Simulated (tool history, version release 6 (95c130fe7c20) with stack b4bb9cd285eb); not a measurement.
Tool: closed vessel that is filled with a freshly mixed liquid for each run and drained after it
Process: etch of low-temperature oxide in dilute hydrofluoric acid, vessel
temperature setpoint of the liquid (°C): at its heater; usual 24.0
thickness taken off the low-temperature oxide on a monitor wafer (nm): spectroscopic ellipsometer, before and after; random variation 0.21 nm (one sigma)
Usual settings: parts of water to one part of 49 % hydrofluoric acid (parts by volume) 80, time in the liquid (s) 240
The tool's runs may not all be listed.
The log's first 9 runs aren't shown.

run,hour,temperature setpoint of the liquid (°C),parts of water to one part of 49 % hydrofluoric acid (parts by volume),time in the liquid (s),wafers since the last listed run,hours since the thermometer was replaced,hours since the hydrofluoric acid flow meter was replaced,hours since the gauge calibration,"read-back film thickness of the low-temperature oxide reference wafer, read on the same gauge (nm)",thickness taken off the low-temperature oxide on a monitor wafer (nm)
10,94.3,24.0,50,240,730,26.3,1184.3,165.7,79.99,82.10
11,106.1,24.0,80,240,1148,38.1,1196.1,177.5,80.00,49.40
12,119.5,26.0,120,240,1304,51.5,1209.5,190.9,80.03,34.00
13,157.3,22.0,80,240,3680,89.3,1247.3,228.7,79.96,45.28
14,173.5,24.0,80,240,1577,105.5,1263.5,244.9,80.02,49.72
15,182.0,24.0,65,240,827,114.0,1272.0,253.4,80.04,61.80
16,189.0,24.0,45,240,681,121.0,1279.0,260.4,79.98,91.65
17,203.7,21.5,110,170,1431,135.7,1293.7,275.1,80.01,22.03
18,215.3,20.5,55,240,1129,147.3,1305.3,286.7,79.99,64.21
19,230.0,29.0,80,240,1431,162.0,1320.0,301.4,80.03,59.94
# hour 238.1: hydrofluoric acid flow meter replaced
20,268.3,20.0,80,240,3631,200.3,30.2,339.7,80.05,41.70
21,284.4,20.0,40,350,1567,216.4,46.3,355.8,79.99,127.73

Run 22 comes next. What will it give?
22,290.5,24.0,80,240,593,222.5,52.4,361.9,?,?

{"run 22": {"read-back film thickness of the low-temperature oxide reference wafer, read on the same gauge (nm)": 80.02, "thickness taken off the low-temperature oxide on a monitor wafer (nm)": 49.48}}
Without the tool's hidden state the same run would have given thickness taken off the low-temperature oxide on a monitor wafer (nm) 50.34.

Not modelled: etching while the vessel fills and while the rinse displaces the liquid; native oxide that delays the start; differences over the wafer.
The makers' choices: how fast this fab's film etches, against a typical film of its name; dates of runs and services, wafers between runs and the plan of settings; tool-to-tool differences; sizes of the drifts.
